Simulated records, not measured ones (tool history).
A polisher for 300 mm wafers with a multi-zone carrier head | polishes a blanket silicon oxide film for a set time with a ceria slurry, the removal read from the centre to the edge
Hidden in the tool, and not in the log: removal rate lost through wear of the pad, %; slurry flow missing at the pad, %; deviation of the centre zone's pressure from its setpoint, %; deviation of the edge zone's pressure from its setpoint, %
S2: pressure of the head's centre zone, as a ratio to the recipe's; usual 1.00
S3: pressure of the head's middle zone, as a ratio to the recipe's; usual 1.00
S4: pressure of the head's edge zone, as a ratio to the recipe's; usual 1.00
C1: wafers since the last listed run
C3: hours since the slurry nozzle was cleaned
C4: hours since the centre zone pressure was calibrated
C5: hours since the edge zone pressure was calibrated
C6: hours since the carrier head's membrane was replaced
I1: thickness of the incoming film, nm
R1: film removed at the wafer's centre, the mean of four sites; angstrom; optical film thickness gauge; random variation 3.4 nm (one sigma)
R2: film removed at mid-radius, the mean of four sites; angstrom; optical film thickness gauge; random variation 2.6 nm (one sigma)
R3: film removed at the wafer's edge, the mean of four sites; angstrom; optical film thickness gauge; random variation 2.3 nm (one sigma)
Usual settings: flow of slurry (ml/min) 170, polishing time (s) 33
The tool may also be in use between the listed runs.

run 1 hour=0.0 | flow_of_slurry_(ml/min)=200 S2=1.05 S3=1.00 S4=1.11 polishing_time_(s)=40 | C1=0 wafers_polished_on_this_pad=1592 C3=150.0 C4=603.7 C5=634.5 C6=1011.8 | I1=1152.8 | R1=3431 R2=3239 R3=3459
-- hour=28.0 carrier head's membrane replaced by a new one
run 2 hour=28.5 | flow_of_slurry_(ml/min)=170 S2=1.00 S3=1.10 S4=1.00 polishing_time_(s)=38 | C1=240 wafers_polished_on_this_pad=1833 C3=178.5 C4=632.2 C5=663.0 C6=0.5 | I1=1187.4 | R1=2916 R2=3281 R3=3086
-- hour=35.2 worn pad replaced by a new one
run 3 hour=47.1 | flow_of_slurry_(ml/min)=170 S2=1.00 S3=1.03 S4=0.95 polishing_time_(s)=33 | C1=149 wafers_polished_on_this_pad=121 C3=197.1 C4=650.8 C5=681.6 C6=19.1 | I1=1152.6 | R1=2541 R2=2660 R3=2600
run 4 hour=66.8 | flow_of_slurry_(ml/min)=195 S2=0.92 S3=1.08 S4=1.00 polishing_time_(s)=33 | C1=201 wafers_polished_on_this_pad=323 C3=216.8 C4=670.5 C5=701.3 C6=38.8 | I1=1180.3 | R1=2422 R2=2818 R3=2734
-- hour=86.8 edge zone pressure recalibrated
run 5 hour=87.3 | flow_of_slurry_(ml/min)=170 S2=1.05 S3=1.00 S4=0.91 polishing_time_(s)=33 | C1=189 wafers_polished_on_this_pad=513 C3=237.3 C4=691.0 C5=0.5 C6=59.3 | I1=1151.3 | R1=2671 R2=2586 R3=2540
run 6 hour=106.2 | flow_of_slurry_(ml/min)=170 S2=1.10 S3=1.00 S4=1.06 polishing_time_(s)=33 | C1=193 wafers_polished_on_this_pad=706 C3=256.2 C4=709.9 C5=19.4 C6=78.2 | I1=1178.9 | R1=2682 R2=2610 R3=2707
run 7 hour=134.4 | flow_of_slurry_(ml/min)=215 S2=1.00 S3=1.04 S4=1.06 polishing_time_(s)=41 | C1=288 wafers_polished_on_this_pad=995 C3=284.4 C4=738.1 C5=47.6 C6=106.4 | I1=1161.2 | R1=3231 R2=3454 R3=3480
run 8 hour=165.8 | flow_of_slurry_(ml/min)=170 S2=1.00 S3=1.00 S4=1.00 polishing_time_(s)=33 | C1=321 wafers_polished_on_this_pad=1317 C3=315.8 C4=769.5 C5=79.0 C6=137.8 | I1=1170.8 | R1=2547 R2=2557 R3=2640
run 9 hour=196.4 | flow_of_slurry_(ml/min)=170 S2=1.00 S3=1.00 S4=1.00 polishing_time_(s)=33 | C1=313 wafers_polished_on_this_pad=1631 C3=346.4 C4=800.1 C5=109.6 C6=168.4 | I1=1179.5 | R1=2485 R2=2586 R3=2637
-- hour=216.2 worn pad replaced by a new one
run 10 hour=216.7 | flow_of_slurry_(ml/min)=170 S2=1.00 S3=0.94 S4=1.00 polishing_time_(s)=24 | C1=167 wafers_polished_on_this_pad=5 C3=366.7 C4=820.4 C5=129.9 C6=188.7 | I1=1164.3 | R1=1787 R2=1746 R3=1888
-- hour=220.8 centre zone pressure recalibrated
run 11 hour=225.9 | flow_of_slurry_(ml/min)=170 S2=1.11 S3=0.92 S4=0.93 polishing_time_(s)=33 | C1=73 wafers_polished_on_this_pad=79 C3=375.9 C4=5.1 C5=139.1 C6=197.9 | I1=1168.4 | R1=2793 R2=2365 R3=2520
run 12 hour=259.4 | flow_of_slurry_(ml/min)=170 S2=1.00 S3=1.00 S4=1.00 polishing_time_(s)=33 | C1=343 wafers_polished_on_this_pad=422 C3=409.4 C4=38.6 C5=172.6 C6=231.4 | I1=1176.7 | R1=2452 R2=2526 R3=2605
-- hour=265.0 slurry nozzle cleaned
run 13 hour=281.8 | flow_of_slurry_(ml/min)=170 S2=1.00 S3=1.00 S4=0.97 polishing_time_(s)=33 | C1=219 wafers_polished_on_this_pad=641 C3=16.8 C4=61.0 C5=195.0 C6=253.8 | I1=1170.0 | R1=2605 R2=2706 R3=2673
run 14 hour=314.9 | flow_of_slurry_(ml/min)=170 S2=1.00 S3=1.00 S4=1.00 polishing_time_(s)=33 | C1=339 wafers_polished_on_this_pad=981 C3=49.9 C4=94.1 C5=228.1 C6=286.9 | I1=1168.9 | R1=2555 R2=2657 R3=2666
run 15 hour=338.4 | flow_of_slurry_(ml/min)=225 S2=1.00 S3=1.00 S4=1.00 polishing_time_(s)=33 | C1=240 wafers_polished_on_this_pad=1221 C3=73.4 C4=117.6 C5=251.6 C6=310.4 | I1=1187.1 | R1=2645 R2=2725 R3=2766
run 16 hour=379.6 | flow_of_slurry_(ml/min)=170 S2=1.00 S3=1.03 S4=1.00 polishing_time_(s)=33 | C1=422 wafers_polished_on_this_pad=1644 C3=114.6 C4=158.8 C5=292.8 C6=351.6 | I1=1174.7 | R1=2568 R2=2705 R3=2682
run 17 hour=415.3 | flow_of_slurry_(ml/min)=135 S2=1.10 S3=0.95 S4=1.00 polishing_time_(s)=33 | C1=365 wafers_polished_on_this_pad=2009 C3=150.3 C4=194.5 C5=328.5 C6=387.3 | I1=1175.0 | R1=2682 R2=2404 R3=2612
run 18 hour=435.2 | flow_of_slurry_(ml/min)=170 S2=0.88 S3=1.00 S4=0.88 polishing_time_(s)=42 | C1=203 wafers_polished_on_this_pad=2213 C3=170.2 C4=214.4 C5=348.4 C6=407.2 | I1=1172.5 | R1=2845 R2=3366 R3=3199
-- hour=455.7 worn pad replaced by a new one
run 19 hour=465.8 | flow_of_slurry_(ml/min)=125 S2=1.00 S3=1.04 S4=1.00 polishing_time_(s)=24 | C1=272 wafers_polished_on_this_pad=103 C3=200.8 C4=245.0 C5=379.0 C6=437.8 | I1=1176.4 | R1=1702 R2=1859 R3=1874
run 20 hour=480.2 | flow_of_slurry_(ml/min)=150 S2=1.00 S3=1.00 S4=1.12 polishing_time_(s)=26 | C1=147 wafers_polished_on_this_pad=251 C3=215.2 C4=259.4 C5=393.4 C6=452.2 | I1=1163.6 | R1=1947 R2=1997 R3=2165
run 21 hour=505.1 | flow_of_slurry_(ml/min)=170 S2=1.00 S3=1.00 S4=1.00 polishing_time_(s)=33 | C1=255 wafers_polished_on_this_pad=506 C3=240.1 C4=284.3 C5=418.3 C6=477.1 | I1=1162.5 | R1=2498 R2=2614 R3=2663

Hidden state at the last listed run before each entry between runs and at the first one after, where it differs:
Between runs 1 and 2: carrier head's membrane replaced by a new one (hour 28.0)
  slurry flow missing at the pad, %: 11.2 -> 13
  measured less the result without the state, R1: -63 -> -74 angstrom; R2: -53 -> -74 angstrom; R3: -41 -> -50 angstrom
Between runs 2 and 3: worn pad replaced by a new one (hour 35.2)
  slurry flow missing at the pad, %: 13 -> 14.2
  measured less the result without the state, R1: -74 -> -72 angstrom; R2: -74 -> -66 angstrom; R3: -50 -> -47 angstrom
Between runs 4 and 5: edge zone pressure recalibrated (hour 86.8)
  slurry flow missing at the pad, %: 15.5 -> 16.9
  measured less the result without the state, R1: -66 -> -92 angstrom; R2: -68 -> -78 angstrom; R3: -49 -> -55 angstrom
Between runs 9 and 10: worn pad replaced by a new one (hour 216.2)
  slurry flow missing at the pad, %: 24 -> 25.3
  measured less the result without the state, R1: -133 -> -103 angstrom; R2: -122 -> -88 angstrom; R3: -88 -> -67 angstrom
Between runs 10 and 11: centre zone pressure recalibrated (hour 220.8)
  slurry flow missing at the pad, %: 25.3 -> 25.9
  measured less the result without the state, R1: -103 -> -165 angstrom; R2: -88 -> -123 angstrom; R3: -67 -> -93 angstrom
Between runs 12 and 13: slurry nozzle cleaned (hour 265.0)
  slurry flow missing at the pad, %: 28.1 -> 3.29
  measured less the result without the state, R1: -162 -> -16 angstrom; R2: -147 -> -14 angstrom; R3: -107 -> -10 angstrom
Between runs 18 and 19: worn pad replaced by a new one (hour 455.7)
  slurry flow missing at the pad, %: 13.3 -> 15.3
  measured less the result without the state, R1: -74 -> -69 angstrom; R2: -77 -> -66 angstrom; R3: -54 -> -46 angstrom
